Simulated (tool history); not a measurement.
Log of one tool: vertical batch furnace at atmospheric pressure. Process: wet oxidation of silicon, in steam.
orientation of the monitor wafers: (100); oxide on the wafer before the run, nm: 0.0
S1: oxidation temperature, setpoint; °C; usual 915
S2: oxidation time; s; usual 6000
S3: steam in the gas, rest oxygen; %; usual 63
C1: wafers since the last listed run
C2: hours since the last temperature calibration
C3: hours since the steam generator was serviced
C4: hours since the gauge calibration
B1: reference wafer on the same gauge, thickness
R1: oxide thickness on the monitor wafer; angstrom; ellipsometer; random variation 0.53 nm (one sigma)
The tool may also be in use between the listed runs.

Run 1, hour 0.0: usual settings; C1 0; C2 3746.9; C3 3089.2; C4 80.1; B1 236.26. Result: R1 2011.5 angstrom.
Run 2, hour 57.0: usual settings; C1 896; C2 3803.9; C3 3146.2; C4 137.1; B1 236.63. Result: R1 2015.3 angstrom.
Run 3, hour 95.7: usual settings; C1 608; C2 3842.6; C3 3184.9; C4 175.8; B1 236.67. Result: R1 2016.3 angstrom.
Run 4, hour 137.8: usual settings; C1 662; C2 3884.7; C3 3227.0; C4 217.9; B1 236.58. Result: R1 2008.6 angstrom.
Run 5, hour 174.5: usual settings; C1 577; C2 3921.4; C3 3263.7; C4 254.6; B1 236.93. Result: R1 2007.8 angstrom.
Run 6, hour 209.8: usual settings; C1 555; C2 3956.7; C3 3299.0; C4 289.9; B1 237.22. Result: R1 2019.6 angstrom.
Run 7, hour 238.0: usual settings but S2 4650 s; C1 443; C2 3984.9; C3 3327.2; C4 318.1; B1 237.02. Result: R1 1622.7 angstrom.
Run 8, hour 292.1: usual settings but S2 4650 s; C1 850; C2 4039.0; C3 3381.3; C4 372.2; B1 237.52. Result: R1 1617.3 angstrom.
Run 9, hour 339.7: usual settings but S3 66 %; C1 748; C2 4086.6; C3 3428.9; C4 419.8; B1 237.73. Result: R1 2101.5 angstrom.
Run 10, hour 395.8: usual settings but S3 66 %; C1 882; C2 4142.7; C3 3485.0; C4 475.9; B1 237.88. Result: R1 2109.3 angstrom.
Run 11, hour 442.7: usual settings; C1 737; C2 4189.6; C3 3531.9; C4 522.8; B1 237.89. Result: R1 2017.3 angstrom.
At hour 493.9: thermocouples replaced and temperature profile calibrated.
Run 12, hour 494.4: usual settings; C1 435; C2 0.5; C3 3583.6; C4 574.5; B1 238.22. Result: R1 2032.1 angstrom.
Run 13, hour 499.2: usual settings; C1 75; C2 5.3; C3 3588.4; C4 579.3; B1 238.27. Result: R1 2028.7 angstrom.
Run 14, hour 525.6: usual settings but S3 53 %; C1 415; C2 31.7; C3 3614.8; C4 605.7; B1 238.31. Result: R1 1739.7 angstrom.
Run 15, hour 578.8: usual settings but S3 53 %; C1 836; C2 84.9; C3 3668.0; C4 658.9; B1 238.57. Result: R1 1741.7 angstrom.
Run 16, hour 636.7: usual settings but S3 56 %; C1 910; C2 142.8; C3 3725.9; C4 716.8; B1 239.07. Result: R1 1834.3 angstrom.
At hour 680.8: steam generator serviced.
Run 17, hour 696.0: usual settings; C1 555; C2 202.1; C3 15.2; C4 776.1; B1 239.04. Result: R1 2028.5 angstrom.
Run 18, hour 750.7: usual settings but S1 905 °C, S2 3930 s, S3 74 %; C1 860; C2 256.8; C3 69.9; C4 830.8; B1 239.36. Result: R1 1420.5 angstrom.
Run 19, hour 784.4: usual settings but S1 924 °C, S2 4110 s; C1 530; C2 290.5; C3 103.6; C4 864.5; B1 239.34. Result: R1 1635.7 angstrom.
Run 20, hour 836.1: usual settings but S1 896 °C, S2 7260 s, S3 54 %; C1 813; C2 342.2; C3 155.3; C4 916.2; B1 239.67. Result: R1 1644.2 angstrom.
Run 21, hour 901.1: usual settings but S1 907 °C, S2 6930 s, S3 54 %; C1 1022; C2 407.2; C3 220.3; C4 981.2; B1 240.08. Result: R1 1837.0 angstrom.
Run 22, hour 927.7: usual settings; C1 418; C2 433.8; C3 246.9; C4 1007.8; B1 240.41. Result: R1 2039.8 angstrom.
Run 23, hour 1095.8: usual settings but S1 933 °C, S2 8910 s, S3 55 %; C1 2643; C2 601.9; C3 415.0; C4 1175.9; B1 240.58. Result: R1 3051.7 angstrom.
Run 24, hour 1130.6: usual settings but S1 927 °C; C1 547; C2 636.7; C3 449.8; C4 1210.7; B1 240.70. Result: R1 2328.9 angstrom.
At hour 1138.4: gauge calibrated.
Run 25, hour 1166.5: usual settings but S1 906 °C, S3 69 %; C1 564; C2 672.6; C3 485.7; C4 28.1; B1 236.40. Result: R1 1951.2 angstrom.
Run 26, hour 1193.7: usual settings but S3 70 %; C1 427; C2 699.8; C3 512.9; C4 55.3; B1 236.59. Result: R1 2198.2 angstrom.
Run 27, hour 1265.3: usual settings; C1 1126; C2 771.4; C3 584.5; C4 126.9; B1 236.78. Result: R1 2002.3 angstrom.
Run 28, hour 1327.6: usual settings but S3 66 %; C1 979; C2 833.7; C3 646.8; C4 189.2; B1 237.08. Result: R1 2096.2 angstrom.
Run 29, hour 1397.6: usual settings but S2 8460 s; C1 1101; C2 903.7; C3 716.8; C4 259.2; B1 237.48. Result: R1 2696.2 angstrom.
Run 30, hour 1458.4: usual settings but S1 892 °C; C1 956; C2 964.5; C3 777.6; C4 320.0; B1 237.85. Result: R1 1497.3 angstrom.
Run 31, hour 1510.0: usual settings but S1 930 °C, S3 59 %; C1 811; C2 1016.1; C3 829.2; C4 371.6; B1 237.67. Result: R1 2256.9 angstrom.
Run 32, hour 1554.1: usual settings but S1 893 °C, S2 8970 s, S3 68 %; C1 693; C2 1060.2; C3 873.3; C4 415.7; B1 238.31. Result: R1 2320.3 angstrom.

Alternative continuations, all from the tool just after run 32; predict every row:
Run A, hour 1559.0: usual settings; C1 77; C2 1065.1; C3 878.2; C4 420.6; B1 ?. Result: R1 ?.
Run B, hour 1559.0: usual settings but S1 940 °C, S3 53 %; C1 77; C2 1065.1; C3 878.2; C4 420.6; B1 ?. Result: R1 ?.
Run C, hour 1559.0: usual settings but S1 934 °C, S3 57 %; C1 77; C2 1065.1; C3 878.2; C4 420.6; B1 ?. Result: R1 ?.

run      B1      R1
  A  237.97  2021.3
  B  237.97  2280.6
  C  237.97  2277.9
Without the tool's unlogged condition, the same runs would have read:
run      R1
  A  2003.8
  B  2260.8
  C  2258.1
